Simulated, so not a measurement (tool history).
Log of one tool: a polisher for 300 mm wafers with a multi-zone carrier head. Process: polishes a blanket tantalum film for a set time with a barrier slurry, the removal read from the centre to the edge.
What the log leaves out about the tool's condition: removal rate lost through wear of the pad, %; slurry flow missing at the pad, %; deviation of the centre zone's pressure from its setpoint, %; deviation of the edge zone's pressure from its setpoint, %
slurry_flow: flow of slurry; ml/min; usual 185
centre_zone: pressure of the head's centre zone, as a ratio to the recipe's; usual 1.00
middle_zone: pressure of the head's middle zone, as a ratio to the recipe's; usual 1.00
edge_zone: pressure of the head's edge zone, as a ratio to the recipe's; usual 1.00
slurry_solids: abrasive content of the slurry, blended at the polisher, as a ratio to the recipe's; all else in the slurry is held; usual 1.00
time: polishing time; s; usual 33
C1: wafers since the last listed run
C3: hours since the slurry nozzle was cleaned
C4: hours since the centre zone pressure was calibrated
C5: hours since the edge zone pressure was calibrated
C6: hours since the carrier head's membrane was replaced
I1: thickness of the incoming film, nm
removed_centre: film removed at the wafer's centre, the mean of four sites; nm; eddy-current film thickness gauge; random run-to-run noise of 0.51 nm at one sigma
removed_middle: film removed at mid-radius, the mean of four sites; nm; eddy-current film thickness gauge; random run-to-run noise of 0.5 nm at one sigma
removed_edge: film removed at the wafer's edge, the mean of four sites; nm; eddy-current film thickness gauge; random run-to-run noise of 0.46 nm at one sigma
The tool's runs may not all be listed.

{"run": 1, "hour": 0.0, "slurry_flow": 185, "centre_zone": 1.0, "middle_zone": 1.0, "edge_zone": 1.0, "slurry_solids": 1.0, "time": 33, "C1": 0, "wafers polished on this pad": 381, "C3": 752.4, "C4": 610.1, "C5": 959.3, "C6": 641.3, "I1": 457.8, "removed_centre": 39.0, "removed_middle": 39.6, "removed_edge": 40.1}
{"hour": 8.0, "done": "edge zone pressure recalibrated"}
{"hour": 24.1, "done": "carrier head's membrane replaced by a new one"}
{"run": 2, "hour": 27.8, "slurry_flow": 150, "centre_zone": 1.0, "middle_zone": 1.0, "edge_zone": 1.08, "slurry_solids": 1.1, "time": 33, "C1": 126, "wafers polished on this pad": 507, "C3": 780.2, "C4": 637.9, "C5": 19.8, "C6": 3.7, "I1": 457.9, "removed_centre": 38.0, "removed_middle": 38.7, "removed_edge": 40.1}
{"run": 3, "hour": 37.5, "slurry_flow": 145, "centre_zone": 1.0, "middle_zone": 1.06, "edge_zone": 0.93, "slurry_solids": 1.0, "time": 33, "C1": 59, "wafers polished on this pad": 566, "C3": 789.9, "C4": 647.6, "C5": 29.5, "C6": 13.4, "I1": 460.1, "removed_centre": 36.9, "removed_middle": 37.9, "removed_edge": 37.0}
{"run": 4, "hour": 49.0, "slurry_flow": 185, "centre_zone": 1.0, "middle_zone": 1.0, "edge_zone": 1.0, "slurry_solids": 1.0, "time": 33, "C1": 69, "wafers polished on this pad": 636, "C3": 801.4, "C4": 659.1, "C5": 41.0, "C6": 24.9, "I1": 463.7, "removed_centre": 38.0, "removed_middle": 39.3, "removed_edge": 39.3}
{"run": 5, "hour": 97.4, "slurry_flow": 185, "centre_zone": 1.0, "middle_zone": 1.0, "edge_zone": 1.0, "slurry_solids": 1.0, "time": 33, "C1": 294, "wafers polished on this pad": 931, "C3": 849.8, "C4": 707.5, "C5": 89.4, "C6": 73.3, "I1": 460.7, "removed_centre": 38.4, "removed_middle": 39.1, "removed_edge": 38.9}
{"hour": 98.8, "done": "slurry nozzle cleaned"}
{"run": 6, "hour": 107.4, "slurry_flow": 120, "centre_zone": 1.0, "middle_zone": 1.0, "edge_zone": 1.0, "slurry_solids": 1.0, "time": 38, "C1": 54, "wafers polished on this pad": 985, "C3": 8.6, "C4": 717.5, "C5": 99.4, "C6": 83.3, "I1": 462.6, "removed_centre": 31.6, "removed_middle": 32.5, "removed_edge": 37.4}
{"run": 7, "hour": 118.6, "slurry_flow": 185, "centre_zone": 1.11, "middle_zone": 1.0, "edge_zone": 1.0, "slurry_solids": 1.0, "time": 33, "C1": 68, "wafers polished on this pad": 1054, "C3": 19.8, "C4": 728.7, "C5": 110.6, "C6": 94.5, "I1": 460.5, "removed_centre": 37.9, "removed_middle": 34.3, "removed_edge": 35.8}
{"hour": 132.1, "done": "centre zone pressure recalibrated"}
{"run": 8, "hour": 135.5, "slurry_flow": 205, "centre_zone": 1.0, "middle_zone": 1.0, "edge_zone": 0.95, "slurry_solids": 1.0, "time": 33, "C1": 90, "wafers polished on this pad": 1144, "C3": 36.7, "C4": 3.4, "C5": 127.5, "C6": 111.4, "I1": 462.2, "removed_centre": 35.2, "removed_middle": 35.8, "removed_edge": 35.7}
{"run": 9, "hour": 151.5, "slurry_flow": 185, "centre_zone": 1.0, "middle_zone": 1.0, "edge_zone": 1.0, "slurry_solids": 1.0, "time": 42, "C1": 97, "wafers polished on this pad": 1242, "C3": 52.7, "C4": 19.4, "C5": 143.5, "C6": 127.4, "I1": 463.8, "removed_centre": 42.2, "removed_middle": 43.8, "removed_edge": 46.1}
{"hour": 160.9, "done": "worn pad replaced by a new one"}
{"run": 10, "hour": 161.4, "slurry_flow": 165, "centre_zone": 1.0, "middle_zone": 1.0, "edge_zone": 0.96, "slurry_solids": 1.0, "time": 41, "C1": 35, "wafers polished on this pad": 3, "C3": 62.6, "C4": 29.3, "C5": 153.4, "C6": 137.3, "I1": 461.7, "removed_centre": 39.3, "removed_middle": 40.7, "removed_edge": 42.3}
{"run": 11, "hour": 174.3, "slurry_flow": 150, "centre_zone": 1.0, "middle_zone": 1.0, "edge_zone": 1.0, "slurry_solids": 1.0, "time": 33, "C1": 78, "wafers polished on this pad": 81, "C3": 75.5, "C4": 42.2, "C5": 166.3, "C6": 150.2, "I1": 465.0, "removed_centre": 29.1, "removed_middle": 31.8, "removed_edge": 34.2}
{"run": 12, "hour": 190.6, "slurry_flow": 185, "centre_zone": 1.0, "middle_zone": 1.12, "edge_zone": 1.08, "slurry_solids": 1.0, "time": 26, "C1": 99, "wafers polished on this pad": 180, "C3": 91.8, "C4": 58.5, "C5": 182.6, "C6": 166.5, "I1": 459.3, "removed_centre": 26.1, "removed_middle": 29.3, "removed_edge": 29.6}
{"hour": 202.4, "done": "slurry nozzle cleaned, repeated, since the last time left the tool worse"}
{"run": 13, "hour": 207.9, "slurry_flow": 185, "centre_zone": 0.96, "middle_zone": 1.0, "edge_zone": 1.0, "slurry_solids": 1.0, "time": 33, "C1": 99, "wafers polished on this pad": 279, "C3": 5.5, "C4": 75.8, "C5": 199.9, "C6": 183.8, "I1": 469.5, "removed_centre": 39.2, "removed_middle": 41.8, "removed_edge": 40.7}
{"run": 14, "hour": 218.0, "slurry_flow": 185, "centre_zone": 1.0, "middle_zone": 1.09, "edge_zone": 1.0, "slurry_solids": 1.25, "time": 33, "C1": 61, "wafers polished on this pad": 341, "C3": 15.6, "C4": 85.9, "C5": 210.0, "C6": 193.9, "I1": 457.6, "removed_centre": 43.5, "removed_middle": 48.2, "removed_edge": 43.1}
{"run": 15, "hour": 224.9, "slurry_flow": 250, "centre_zone": 1.0, "middle_zone": 1.0, "edge_zone": 1.0, "slurry_solids": 1.0, "time": 37, "C1": 41, "wafers polished on this pad": 383, "C3": 22.5, "C4": 92.8, "C5": 216.9, "C6": 200.8, "I1": 457.7, "removed_centre": 48.3, "removed_middle": 48.6, "removed_edge": 46.6}
{"run": 16, "hour": 237.4, "slurry_flow": 185, "centre_zone": 1.0, "middle_zone": 1.0, "edge_zone": 1.08, "slurry_solids": 1.0, "time": 33, "C1": 76, "wafers polished on this pad": 459, "C3": 35.0, "C4": 105.3, "C5": 229.4, "C6": 213.3, "I1": 463.0, "removed_centre": 40.0, "removed_middle": 41.2, "removed_edge": 42.2}
{"run": 17, "hour": 245.6, "slurry_flow": 185, "centre_zone": 1.0, "middle_zone": 1.0, "edge_zone": 1.0, "slurry_solids": 1.0, "time": 33, "C1": 49, "wafers polished on this pad": 509, "C3": 43.2, "C4": 113.5, "C5": 237.6, "C6": 221.5, "I1": 457.8, "removed_centre": 40.3, "removed_middle": 41.7, "removed_edge": 39.9}
{"run": 18, "hour": 256.9, "slurry_flow": 185, "centre_zone": 0.91, "middle_zone": 1.0, "edge_zone": 1.0, "slurry_solids": 1.0, "time": 33, "C1": 68, "wafers polished on this pad": 577, "C3": 54.5, "C4": 124.8, "C5": 248.9, "C6": 232.8, "I1": 463.1, "removed_centre": 37.0, "removed_middle": 41.7, "removed_edge": 41.4}
{"run": 19, "hour": 272.9, "slurry_flow": 135, "centre_zone": 1.0, "middle_zone": 1.11, "edge_zone": 1.0, "slurry_solids": 1.0, "time": 33, "C1": 97, "wafers polished on this pad": 675, "C3": 70.5, "C4": 140.8, "C5": 264.9, "C6": 248.8, "I1": 461.1, "removed_centre": 38.1, "removed_middle": 41.2, "removed_edge": 38.3}
{"run": 20, "hour": 285.9, "slurry_flow": 150, "centre_zone": 0.89, "middle_zone": 1.0, "edge_zone": 1.0, "slurry_solids": 1.3, "time": 33, "C1": 79, "wafers polished on this pad": 754, "C3": 83.5, "C4": 153.8, "C5": 277.9, "C6": 261.8, "I1": 453.1, "removed_centre": 37.4, "removed_middle": 42.8, "removed_edge": 42.8}
{"run": 21, "hour": 293.2, "slurry_flow": 185, "centre_zone": 1.0, "middle_zone": 1.0, "edge_zone": 1.0, "slurry_solids": 1.0, "time": 26, "C1": 44, "wafers polished on this pad": 798, "C3": 90.8, "C4": 161.1, "C5": 285.2, "C6": 269.1, "I1": 464.3, "removed_centre": 32.1, "removed_middle": 32.1, "removed_edge": 31.8}
{"run": 22, "hour": 310.1, "slurry_flow": 185, "centre_zone": 0.95, "middle_zone": 1.07, "edge_zone": 1.0, "slurry_solids": 1.0, "time": 23, "C1": 102, "wafers polished on this pad": 901, "C3": 107.7, "C4": 178.0, "C5": 302.1, "C6": 286.0, "I1": 456.8, "removed_centre": 27.0, "removed_middle": 30.7, "removed_edge": 28.4}
{"run": 23, "hour": 317.8, "slurry_flow": 185, "centre_zone": 1.0, "middle_zone": 0.91, "edge_zone": 0.97, "slurry_solids": 1.0, "time": 33, "C1": 46, "wafers polished on this pad": 948, "C3": 115.4, "C4": 185.7, "C5": 309.8, "C6": 293.7, "I1": 454.7, "removed_centre": 40.9, "removed_middle": 38.1, "removed_edge": 39.1}

Branching from run 23: 3 alternative next runs. What would each branch give?
{"run": "A", "hour": 318.2, "slurry_flow": 240, "centre_zone": 1.0, "middle_zone": 1.0, "edge_zone": 1.0, "slurry_solids": 1.0, "time": 33, "C1": 2, "wafers polished on this pad": 950, "C3": 115.8, "C4": 186.1, "C5": 310.2, "C6": 294.1, "I1": 466.2, "removed_centre": "?", "removed_middle": "?", "removed_edge": "?"}
{"run": "B", "hour": 318.2, "slurry_flow": 210, "centre_zone": 1.06, "middle_zone": 1.0, "edge_zone": 1.06, "slurry_solids": 0.85, "time": 33, "C1": 2, "wafers polished on this pad": 950, "C3": 115.8, "C4": 186.1, "C5": 310.2, "C6": 294.1, "I1": 466.2, "removed_centre": "?", "removed_middle": "?", "removed_edge": "?"}
{"run": "C", "hour": 318.2, "slurry_flow": 185, "centre_zone": 1.0, "middle_zone": 1.0, "edge_zone": 1.11, "slurry_solids": 1.0, "time": 41, "C1": 2, "wafers polished on this pad": 950, "C3": 115.8, "C4": 186.1, "C5": 310.2, "C6": 294.1, "I1": 466.2, "removed_centre": "?", "removed_middle": "?", "removed_edge": "?"}

run=A removed_centre=42.0 removed_middle=43.2 removed_edge=42.3
run=B removed_centre=40.9 removed_middle=39.9 removed_edge=40.2
run=C removed_centre=49.9 removed_middle=51.5 removed_edge=53.3
The same runs, with their run-to-run variation unchanged, on a tool lacking any hidden condition would have given:
run=A removed_centre=42.5 removed_middle=43.7 removed_edge=42.6
run=B removed_centre=41.4 removed_middle=40.4 removed_edge=40.5
run=C removed_centre=50.6 removed_middle=52.2 removed_edge=53.8
